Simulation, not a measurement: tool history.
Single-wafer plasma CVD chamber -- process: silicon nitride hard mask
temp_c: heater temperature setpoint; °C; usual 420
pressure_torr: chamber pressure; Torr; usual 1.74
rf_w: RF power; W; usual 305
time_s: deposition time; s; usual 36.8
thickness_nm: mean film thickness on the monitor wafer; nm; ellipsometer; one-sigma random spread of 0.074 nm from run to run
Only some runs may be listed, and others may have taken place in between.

run,hour,temp_c,pressure_torr,rf_w,time_s,"read-back reference wafer on the same gauge, thickness_nm",thickness_nm
1,0,420,1.42,305,36.8,47.626,38.221
2,106.7,420,1.42,305,36.8,47.595,38.298
3,159.7,420,1.42,305,36.8,47.586,38.224
4,228.1,420,1.74,290,33.4,47.61,35.16
5,267.2,420,1.74,290,33.4,47.595,35.142
6,332.4,420,1.74,305,36.8,47.596,40.515
# hour 396.2: thermocouple changed; heater temperature recalibrated
7,422.3,420,1.74,305,36.8,47.593,40.368
# hour 457: RF generator calibrated
8,488.6,420,1.74,305,36.8,47.58,42.231
9,578.3,420,1.74,305,36.8,47.599,42.135
# hour 612.5: showerhead replaced
# hour 614.8: gauge calibrated
# hour 624.3: capacitance manometer re-zeroed and calibrated
10,646.3,420,2.04,305,36.8,47.591,43.093
11,715.9,432,1.74,270,36.8,47.586,36.975
12,796.8,407,1.74,305,39.8,47.603,44.918
13,843.2,405,1.74,305,33.8,47.608,38.095
14,882.1,420,1.42,305,36.8,47.582,38.914

Subtracting, for every run, the result it would have given without the tool's unlogged condition from the measured result gives the following. The same run-to-run variation enters both numbers; the gauge's scatter may not:
Hidden state present: wafer temperature above the value expected at the setpoint (K); delivered RF power above the setpoint (%); true pressure above the setpoint (%); gauge reads high (%).
run,thickness_nm
1,-1.213
2,-1.231
3,-1.236
4,-1.218
5,-1.222
6,-1.375
7,-1.38
8,+0.606
9,+0.39
10,-0.492
11,-0.51
12,-0.648
13,-0.583
14,-0.603
